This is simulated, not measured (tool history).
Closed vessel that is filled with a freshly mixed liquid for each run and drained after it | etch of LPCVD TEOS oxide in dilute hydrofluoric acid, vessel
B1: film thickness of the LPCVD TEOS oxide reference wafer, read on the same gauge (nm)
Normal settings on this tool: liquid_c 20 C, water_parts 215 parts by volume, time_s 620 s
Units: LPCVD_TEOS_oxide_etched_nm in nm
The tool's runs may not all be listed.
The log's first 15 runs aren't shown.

run 16 hour=223.2 | liquid_c=20 water_parts=135 time_s=350 | B1=120.04 | LPCVD_TEOS_oxide_etched_nm=35.15
run 17 hour=237.6 | liquid_c=17 water_parts=215 time_s=765 | B1=119.97 | LPCVD_TEOS_oxide_etched_nm=39.57
run 18 hour=252.7 | liquid_c=20 water_parts=315 time_s=620 | B1=120 | LPCVD_TEOS_oxide_etched_nm=22.3
run 19 hour=266.5 | liquid_c=25 water_parts=245 time_s=620 | B1=119.99 | LPCVD_TEOS_oxide_etched_nm=36.69
run 20 hour=281.8 | liquid_c=20 water_parts=215 time_s=620 | B1=120.02 | LPCVD_TEOS_oxide_etched_nm=35.97
run 21 hour=295.1 | liquid_c=20 water_parts=215 time_s=620 | B1=119.96 | LPCVD_TEOS_oxide_etched_nm=36.28
run 22 hour=305.5 | liquid_c=20 water_parts=215 time_s=765 | B1=120.01 | LPCVD_TEOS_oxide_etched_nm=44.72
run 23 hour=323 | liquid_c=17 water_parts=215 time_s=520 | B1=120.03 | LPCVD_TEOS_oxide_etched_nm=26.88
run 24 hour=339.9 | liquid_c=20 water_parts=215 time_s=620 | B1=120.02 | LPCVD_TEOS_oxide_etched_nm=36.18
run 25 hour=350.5 | liquid_c=22 water_parts=215 time_s=620 | B1=119.95 | LPCVD_TEOS_oxide_etched_nm=39.17
run 26 hour=368.5 | liquid_c=20 water_parts=215 time_s=365 | B1=120.03 | LPCVD_TEOS_oxide_etched_nm=21.24
run 27 hour=396.3 | liquid_c=25 water_parts=140 time_s=750 | B1=120 | LPCVD_TEOS_oxide_etched_nm=88.11
run 28 hour=410.9 | liquid_c=18 water_parts=110 time_s=300 | B1=120.05 | LPCVD_TEOS_oxide_etched_nm=35.24
run 29 hour=421.5 | liquid_c=20 water_parts=320 time_s=935 | B1=120.02 | LPCVD_TEOS_oxide_etched_nm=33.22
run 30 hour=436.5 | liquid_c=20 water_parts=215 time_s=620 | B1=120.02 | LPCVD_TEOS_oxide_etched_nm=36.14
run 31 hour=454.3 | liquid_c=17 water_parts=265 time_s=620 | B1=120.02 | LPCVD_TEOS_oxide_etched_nm=25.17
run 32 hour=468.5 | liquid_c=20 water_parts=175 time_s=460 | B1=120 | LPCVD_TEOS_oxide_etched_nm=34.73
run 33 hour=485.7 | liquid_c=17 water_parts=215 time_s=620 | B1=120.03 | LPCVD_TEOS_oxide_etched_nm=32.27

Branching from run 33: 4 alternative next runs. What would each branch give?
run A hour=486.5 | liquid_c=20 water_parts=215 time_s=260 | B1=? | LPCVD_TEOS_oxide_etched_nm=?
run B hour=486.5 | liquid_c=20 water_parts=145 time_s=365 | B1=? | LPCVD_TEOS_oxide_etched_nm=?
run C hour=486.5 | liquid_c=17 water_parts=155 time_s=970 | B1=? | LPCVD_TEOS_oxide_etched_nm=?
run D hour=486.5 | liquid_c=20 water_parts=260 time_s=620 | B1=? | LPCVD_TEOS_oxide_etched_nm=?

run=A B1=119.98 LPCVD_TEOS_oxide_etched_nm=15.21
run=B B1=119.98 LPCVD_TEOS_oxide_etched_nm=34
run=C B1=119.98 LPCVD_TEOS_oxide_etched_nm=74.18
run=D B1=119.98 LPCVD_TEOS_oxide_etched_nm=28.72
With the hidden condition removed and each run's random variation left untouched, the same runs would have given:
run=A LPCVD_TEOS_oxide_etched_nm=14.79
run=B LPCVD_TEOS_oxide_etched_nm=33.04
run=C LPCVD_TEOS_oxide_etched_nm=72.04
run=D LPCVD_TEOS_oxide_etched_nm=27.96

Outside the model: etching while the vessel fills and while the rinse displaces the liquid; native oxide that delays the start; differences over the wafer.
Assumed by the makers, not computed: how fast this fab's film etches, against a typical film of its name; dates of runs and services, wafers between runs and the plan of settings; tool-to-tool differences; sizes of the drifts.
